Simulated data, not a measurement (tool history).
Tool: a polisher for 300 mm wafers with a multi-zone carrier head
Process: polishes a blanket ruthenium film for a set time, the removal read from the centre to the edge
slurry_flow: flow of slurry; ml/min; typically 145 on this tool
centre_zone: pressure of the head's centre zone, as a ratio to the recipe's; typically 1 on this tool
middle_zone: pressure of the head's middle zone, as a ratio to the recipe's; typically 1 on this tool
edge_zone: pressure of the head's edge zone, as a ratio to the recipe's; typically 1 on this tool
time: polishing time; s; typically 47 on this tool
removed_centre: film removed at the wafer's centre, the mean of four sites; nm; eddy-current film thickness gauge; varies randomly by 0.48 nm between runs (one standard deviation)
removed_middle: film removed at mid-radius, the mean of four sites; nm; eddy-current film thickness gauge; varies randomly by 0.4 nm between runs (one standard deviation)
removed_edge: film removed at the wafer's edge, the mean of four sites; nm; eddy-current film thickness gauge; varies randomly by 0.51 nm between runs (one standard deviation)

| run | day | slurry_flow | centre_zone | middle_zone | edge_zone | time | incoming thickness of the incoming film, nm | removed_centre | removed_middle | removed_edge |
|---|---|---|---|---|---|---|---|---|---|---|
| 1 | 0 | 130 | 1 | 1 | 1 | 47 | 464.1 | 55.9 | 49 | 49.2 |
| 2 | 2.617 | 145 | 1 | 1.09 | 1 | 47 | 456.7 | 57.9 | 53.4 | 50.8 |
|  | 4.25 | carrier head's membrane replaced by a new one |
| 3 | 5.042 | 160 | 1 | 1 | 1 | 62 | 464 | 78.2 | 68.3 | 68.3 |
|  | 5.696 | edge zone pressure recalibrated |
| 4 | 7.292 | 145 | 0.92 | 1 | 1 | 59 | 454.3 | 66.4 | 64.3 | 64.3 |
|  | 8.192 | centre zone pressure recalibrated, repeated, since the last time left the tool worse |
| 5 | 9.512 | 130 | 1 | 1 | 1 | 47 | 457 | 49.6 | 49.7 | 50.3 |
|  | 10.254 | worn pad replaced by a new one |
|  | 13.342 | slurry nozzle cleaned |
| 6 | 16.938 | 145 | 1 | 1 | 1 | 47 | 465 | 49.3 | 50.7 | 50.3 |
| 7 | 19.033 | 175 | 1 | 0.95 | 1.06 | 61 | 454.1 | 67.7 | 66.6 | 69.6 |
| 8 | 20.95 | 145 | 1 | 1 | 1 | 47 | 456.5 | 50 | 50.4 | 51.2 |
| 9 | 23.3 | 145 | 1.06 | 1 | 1.09 | 47 | 458.3 | 53.6 | 51.3 | 52.6 |
| 10 | 27.8 | 145 | 1.07 | 1 | 1 | 47 | 456.7 | 54.1 | 51.6 | 52.3 |
| 11 | 29.754 | 110 | 1 | 1.06 | 1.11 | 38 | 458.2 | 38.7 | 40.4 | 42.3 |
|  | 30.396 | worn pad replaced by a new one |
| 12 | 31.308 | 130 | 1.09 | 1 | 0.95 | 56 | 462.2 | 64.8 | 60.8 | 59 |
| 13 | 33.783 | 130 | 1 | 1 | 1 | 47 | 467.3 | 50.8 | 50.1 | 50.7 |
|  | 35.167 | edge zone pressure recalibrated |
| 14 | 35.638 | 145 | 1.11 | 1 | 1 | 47 | 458.2 | 57.8 | 51.2 | 50.8 |
|  | 41.825 | slurry nozzle cleaned |
| 15 | 41.988 | 195 | 1 | 1 | 1 | 59 | 456.7 | 69.9 | 67.5 | 66.7 |
| 16 | 43.092 | 145 | 1.11 | 1 | 1 | 47 | 464.2 | 57.2 | 51.6 | 51.1 |
| 17 | 44.346 | 185 | 1 | 1 | 1 | 47 | 459.8 | 55.5 | 52.7 | 52 |
| 18 | 45.367 | 125 | 1.04 | 1 | 1 | 35 | 458.2 | 39.5 | 36.8 | 37.2 |
| 19 | 47.1 | 175 | 1.07 | 1.04 | 1.06 | 47 | 462.3 | 58.6 | 54.3 | 53.5 |
|  | 49.967 | worn pad replaced by a new one |
| 20 | 50.083 | 175 | 0.88 | 0.92 | 1 | 47 | 457.6 | 49.2 | 49.4 | 53.3 |
| 21 | 52.1 | 145 | 1 | 0.88 | 0.94 | 47 | 455.6 | 53.8 | 46.5 | 50.1 |
| 22 | 54.15 | 130 | 1 | 1.03 | 0.92 | 36 | 462 | 40.4 | 39.2 | 37.6 |
| 23 | 56.379 | 120 | 0.97 | 0.96 | 1.12 | 47 | 462.8 | 50.7 | 48 | 52.6 |

What if the next run were any one of these 3? Each begins from the tool's condition after run 23:
| A | 56.396 | 145 | 1 | 0.97 | 1 | 47 | 458.4 | ? | ? | ? |
| B | 56.396 | 145 | 1.04 | 1 | 0.94 | 47 | 458.4 | ? | ? | ? |
| C | 56.396 | 130 | 1 | 1.05 | 1.03 | 42 | 458.4 | ? | ? | ? |

| run | removed_centre | removed_middle | removed_edge |
|---|---|---|---|
| A | 54.7 | 50.5 | 50.8 |
| B | 56.9 | 51.6 | 49.3 |
| C | 47.7 | 46.7 | 45.3 |
Take away the tool's hidden state, keep each run's random variation, and the runs would have read:
| run | removed_centre | removed_middle | removed_edge |
|---|---|---|---|
| A | 50.5 | 50.5 | 50.8 |
| B | 52.6 | 51.6 | 49.3 |
| C | 44.1 | 46.7 | 45.3 |
